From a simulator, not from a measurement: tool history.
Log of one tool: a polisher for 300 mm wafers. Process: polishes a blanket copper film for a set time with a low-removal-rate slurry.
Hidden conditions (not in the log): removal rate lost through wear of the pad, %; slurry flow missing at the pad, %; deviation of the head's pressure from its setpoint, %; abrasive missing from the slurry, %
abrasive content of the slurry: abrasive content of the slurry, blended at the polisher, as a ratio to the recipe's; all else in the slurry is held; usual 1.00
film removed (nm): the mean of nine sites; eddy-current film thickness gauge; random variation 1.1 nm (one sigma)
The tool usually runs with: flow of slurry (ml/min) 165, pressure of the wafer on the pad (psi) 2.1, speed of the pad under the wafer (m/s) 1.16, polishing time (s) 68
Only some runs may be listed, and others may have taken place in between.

| run | hour | flow of slurry (ml/min) | pressure of the wafer on the pad (psi) | speed of the pad under the wafer (m/s) | abrasive content of the slurry | polishing time (s) | wafers since the last listed run | wafers polished on this pad | hours since the slurry nozzle was cleaned | hours since the head pressure was calibrated | hours since the slurry blender was calibrated | incoming thickness of the incoming film, nm | film removed (nm) |
|---|---|---|---|---|---|---|---|---|---|---|---|---|---|
| 1 | 0.0 | 165 | 2.1 | 1.16 | 1.00 | 61 | 0 | 712 | 270.6 | 310.1 | 136.2 | 1071.7 | 151.5 |
| 2 | 15.7 | 165 | 2.1 | 1.16 | 1.00 | 61 | 165 | 878 | 286.3 | 325.8 | 151.9 | 1046.5 | 148.4 |
| 3 | 35.2 | 165 | 2.1 | 1.16 | 0.85 | 68 | 205 | 1084 | 305.8 | 345.3 | 171.4 | 1074.5 | 159.2 |
| 4 | 66.0 | 165 | 2.1 | 1.16 | 0.85 | 68 | 325 | 1409 | 336.6 | 376.1 | 202.2 | 1054.8 | 160.1 |
|  | 72.1 | slurry blender recalibrated |
| 5 | 87.4 | 165 | 2.6 | 1.34 | 1.00 | 68 | 204 | 1614 | 358.0 | 397.5 | 15.3 | 1071.8 | 254.4 |
|  | 93.6 | slurry nozzle cleaned |
| 6 | 106.9 | 165 | 2.6 | 1.34 | 1.00 | 68 | 195 | 1809 | 13.3 | 417.0 | 34.8 | 1054.9 | 248.7 |
|  | 121.6 | worn pad replaced by a new one |
| 7 | 169.0 | 165 | 2.1 | 1.16 | 1.00 | 68 | 613 | 500 | 75.4 | 479.1 | 96.9 | 1059.2 | 168.5 |
| 8 | 211.2 | 165 | 2.1 | 1.16 | 1.00 | 68 | 445 | 946 | 117.6 | 521.3 | 139.1 | 1087.1 | 166.9 |
|  | 223.5 | head pressure recalibrated |
| 9 | 232.5 | 165 | 2.1 | 1.16 | 1.00 | 68 | 203 | 1150 | 138.9 | 9.0 | 160.4 | 1074.6 | 164.8 |
| 10 | 253.1 | 165 | 2.1 | 1.16 | 1.00 | 68 | 217 | 1367 | 159.5 | 29.6 | 181.0 | 1073.1 | 165.0 |
|  | 256.5 | slurry blender recalibrated |
| 11 | 265.6 | 165 | 2.1 | 1.16 | 1.00 | 68 | 110 | 1478 | 172.0 | 42.1 | 9.1 | 1087.6 | 177.6 |
| 12 | 283.7 | 165 | 2.4 | 1.02 | 1.30 | 90 | 191 | 1669 | 190.1 | 60.2 | 27.2 | 1061.5 | 251.9 |
| 13 | 296.6 | 165 | 2.4 | 1.16 | 1.00 | 68 | 136 | 1806 | 203.0 | 73.1 | 40.1 | 1059.4 | 197.3 |
| 14 | 314.6 | 165 | 2.1 | 1.16 | 1.00 | 81 | 190 | 1996 | 221.0 | 91.1 | 58.1 | 1060.9 | 200.8 |
|  | 325.3 | worn pad replaced by a new one |
| 15 | 328.2 | 165 | 2.4 | 0.96 | 1.00 | 68 | 101 | 30 | 234.6 | 104.7 | 71.7 | 1068.2 | 161.3 |
| 16 | 349.0 | 220 | 2.1 | 0.86 | 1.10 | 58 | 219 | 250 | 255.4 | 125.5 | 92.5 | 1060.7 | 114.0 |
| 17 | 379.2 | 165 | 2.1 | 0.88 | 1.00 | 68 | 318 | 569 | 285.6 | 155.7 | 122.7 | 1073.5 | 126.7 |
| 18 | 407.6 | 165 | 2.1 | 1.16 | 1.00 | 68 | 299 | 869 | 314.0 | 184.1 | 151.1 | 1074.2 | 165.3 |
| 19 | 432.2 | 185 | 2.1 | 1.16 | 1.20 | 68 | 259 | 1128 | 338.6 | 208.7 | 175.7 | 1092.3 | 177.1 |
| 20 | 462.4 | 165 | 2.1 | 0.88 | 1.15 | 68 | 318 | 1447 | 368.8 | 238.9 | 205.9 | 1081.4 | 129.3 |
|  | 464.6 | slurry blender recalibrated |
|  | 472.8 | slurry nozzle cleaned |
| 21 | 480.7 | 165 | 2.1 | 1.16 | 1.00 | 68 | 161 | 1609 | 7.9 | 257.2 | 16.1 | 1070.2 | 177.7 |
| 22 | 527.8 | 200 | 2.1 | 0.98 | 0.75 | 68 | 497 | 2106 | 55.0 | 304.3 | 63.2 | 1064.1 | 136.1 |
|  | 555.9 | worn pad replaced by a new one |
| 23 | 574.5 | 165 | 2.1 | 1.16 | 1.00 | 68 | 450 | 196 | 101.7 | 351.0 | 109.9 | 1085.5 | 169.2 |
| 24 | 601.2 | 220 | 2.1 | 0.92 | 1.00 | 50 | 281 | 478 | 128.4 | 377.7 | 136.6 | 1061.3 | 101.5 |
| 25 | 619.8 | 165 | 1.9 | 1.16 | 1.00 | 47 | 196 | 674 | 147.0 | 396.3 | 155.2 | 1065.1 | 104.2 |
| 26 | 653.0 | 165 | 2.1 | 1.02 | 0.75 | 90 | 350 | 1025 | 180.2 | 429.5 | 188.4 | 1049.8 | 176.0 |
|  | 656.0 | slurry blender recalibrated |
| 27 | 680.8 | 130 | 2.4 | 1.16 | 1.00 | 68 | 272 | 1297 | 208.0 | 457.3 | 24.8 | 1081.7 | 190.8 |
|  | 708.3 | head pressure recalibrated |
| 28 | 714.3 | 165 | 2.3 | 1.16 | 1.00 | 89 | 332 | 1630 | 241.5 | 6.0 | 58.3 | 1056.6 | 243.6 |
| 29 | 731.9 | 165 | 2.1 | 1.16 | 1.00 | 68 | 185 | 1816 | 259.1 | 23.6 | 75.9 | 1066.4 | 169.3 |
|  | 751.8 | worn pad replaced by a new one |
| 30 | 817.9 | 115 | 2.1 | 1.16 | 0.85 | 68 | 865 | 698 | 345.1 | 109.6 | 161.9 | 1072.0 | 146.7 |
| 31 | 843.7 | 165 | 2.1 | 0.80 | 1.00 | 68 | 272 | 970 | 370.9 | 135.4 | 187.7 | 1073.9 | 113.2 |

Hidden state, per run?
removal rate lost through wear of the pad, %: 0 at every run
slurry flow missing at the pad, %: 0 at every run
deviation of the head's pressure from its setpoint, %: 0 at every run
H1: abrasive missing from the slurry, %
| run | H1 |
|---|---|
| 1 | 21.9 |
| 2 | 22.6 |
| 3 | 23.2 |
| 4 | 24 |
| 5 | 6.4 |
| 6 | 11.1 |
| 7 | 19.8 |
| 8 | 22.5 |
| 9 | 23.4 |
| 10 | 24 |
| 11 | 4.92 |
| 12 | 9.76 |
| 13 | 12.5 |
| 14 | 15.6 |
| 15 | 17.5 |
| 16 | 19.7 |
| 17 | 22 |
| 18 | 23.3 |
| 19 | 24.2 |
| 20 | 24.9 |
| 21 | 6.23 |
| 22 | 15.6 |
| 23 | 20.4 |
| 24 | 22 |
| 25 | 22.8 |
| 26 | 23.8 |
| 27 | 9.2 |
| 28 | 15.7 |
| 29 | 18 |
| 30 | 23.8 |
| 31 | 24.5 |

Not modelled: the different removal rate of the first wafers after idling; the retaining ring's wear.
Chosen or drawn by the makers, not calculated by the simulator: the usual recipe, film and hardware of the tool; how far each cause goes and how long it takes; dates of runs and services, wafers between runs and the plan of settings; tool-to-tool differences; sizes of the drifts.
